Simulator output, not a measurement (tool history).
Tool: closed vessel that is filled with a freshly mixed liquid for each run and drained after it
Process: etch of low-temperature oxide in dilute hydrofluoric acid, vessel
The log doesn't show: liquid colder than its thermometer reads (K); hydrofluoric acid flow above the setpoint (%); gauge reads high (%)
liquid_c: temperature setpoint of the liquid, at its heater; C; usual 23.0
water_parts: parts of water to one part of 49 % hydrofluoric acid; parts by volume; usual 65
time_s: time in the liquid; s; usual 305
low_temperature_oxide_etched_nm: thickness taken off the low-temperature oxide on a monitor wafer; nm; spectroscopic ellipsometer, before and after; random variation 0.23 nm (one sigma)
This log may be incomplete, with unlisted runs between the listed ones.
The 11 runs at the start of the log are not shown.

| run | hour | liquid_c | water_parts | time_s | wafers since the last listed run | hours since the thermometer was replaced | hours since the hydrofluoric acid flow meter was replaced | hours since the gauge calibration | read-back film thickness of the low-temperature oxide reference wafer, read on the same gauge (nm) | low_temperature_oxide_etched_nm |
|---|---|---|---|---|---|---|---|---|---|---|
| 12 | 154.3 | 23.0 | 65 | 195 | 2206 | 1545.0 | 2095.9 | 377.6 | 120.01 | 25.37 |
|  | 156.6 | hydrofluoric acid flow meter replaced |
|  | 164.0 | gauge calibrated |
| 13 | 167.9 | 23.0 | 65 | 305 | 649 | 1558.6 | 11.3 | 3.9 | 119.99 | 39.83 |
|  | 169.5 | thermometer replaced |
| 14 | 175.4 | 23.0 | 50 | 130 | 335 | 5.9 | 18.8 | 11.4 | 119.99 | 24.78 |
| 15 | 184.1 | 18.5 | 75 | 230 | 448 | 14.6 | 27.5 | 20.1 | 120.01 | 23.68 |
| 16 | 196.6 | 23.0 | 65 | 305 | 644 | 27.1 | 40.0 | 32.6 | 120.00 | 43.63 |
| 17 | 204.1 | 26.5 | 45 | 440 | 386 | 34.6 | 47.5 | 40.1 | 120.01 | 108.77 |
| 18 | 217.8 | 26.5 | 80 | 160 | 706 | 48.3 | 61.2 | 53.8 | 120.00 | 21.14 |
| 19 | 234.6 | 23.0 | 90 | 305 | 866 | 65.1 | 78.0 | 70.6 | 120.00 | 30.65 |
| 20 | 244.5 | 23.0 | 65 | 305 | 510 | 75.0 | 87.9 | 80.5 | 120.00 | 43.64 |
| 21 | 260.0 | 26.5 | 85 | 305 | 799 | 90.5 | 103.4 | 96.0 | 120.01 | 37.66 |
| 22 | 283.4 | 23.0 | 80 | 350 | 1206 | 113.9 | 126.8 | 119.4 | 120.01 | 39.77 |
| 23 | 295.1 | 23.0 | 65 | 305 | 603 | 125.6 | 138.5 | 131.1 | 119.98 | 43.85 |
| 24 | 308.8 | 25.5 | 55 | 305 | 706 | 139.3 | 152.2 | 144.8 | 120.00 | 57.85 |
| 25 | 319.1 | 23.0 | 65 | 305 | 531 | 149.6 | 162.5 | 155.1 | 120.01 | 42.99 |
| 26 | 336.9 | 27.0 | 90 | 185 | 917 | 167.4 | 180.3 | 172.9 | 120.00 | 21.80 |
| 27 | 363.5 | 23.0 | 65 | 185 | 1371 | 194.0 | 206.9 | 199.5 | 120.00 | 26.20 |
| 28 | 381.1 | 27.5 | 65 | 210 | 907 | 211.6 | 224.5 | 217.1 | 119.99 | 35.77 |
| 29 | 420.1 | 21.5 | 65 | 120 | 2010 | 250.6 | 263.5 | 256.1 | 120.03 | 16.05 |
| 30 | 437.3 | 19.0 | 45 | 305 | 886 | 267.8 | 280.7 | 273.3 | 120.01 | 54.20 |
| 31 | 445.1 | 23.0 | 65 | 305 | 402 | 275.6 | 288.5 | 281.1 | 119.99 | 43.63 |
| 32 | 454.2 | 23.0 | 65 | 305 | 469 | 284.7 | 297.6 | 290.2 | 120.01 | 43.21 |
| 33 | 470.0 | 23.0 | 65 | 260 | 814 | 300.5 | 313.4 | 306.0 | 120.01 | 36.88 |

3 ways to go on from here, each from the tool as it stands after run 33. What would each give?
| A | 470.7 | 23.0 | 45 | 305 | 36 | 301.2 | 314.1 | 306.7 | ? | ? |
| B | 470.7 | 20.0 | 80 | 200 | 36 | 301.2 | 314.1 | 306.7 | ? | ? |
| C | 470.7 | 28.0 | 65 | 165 | 36 | 301.2 | 314.1 | 306.7 | ? | ? |

| run | read-back film thickness of the low-temperature oxide reference wafer, read on the same gauge (nm) | low_temperature_oxide_etched_nm |
|---|---|---|
| A | 120.03 | 64.16 |
| B | 120.03 | 20.01 |
| C | 120.03 | 28.68 |
Without the tool's unlogged condition, the same runs would have read:
| run | low_temperature_oxide_etched_nm |
|---|---|
| A | 66.37 |
| B | 20.70 |
| C | 29.62 |

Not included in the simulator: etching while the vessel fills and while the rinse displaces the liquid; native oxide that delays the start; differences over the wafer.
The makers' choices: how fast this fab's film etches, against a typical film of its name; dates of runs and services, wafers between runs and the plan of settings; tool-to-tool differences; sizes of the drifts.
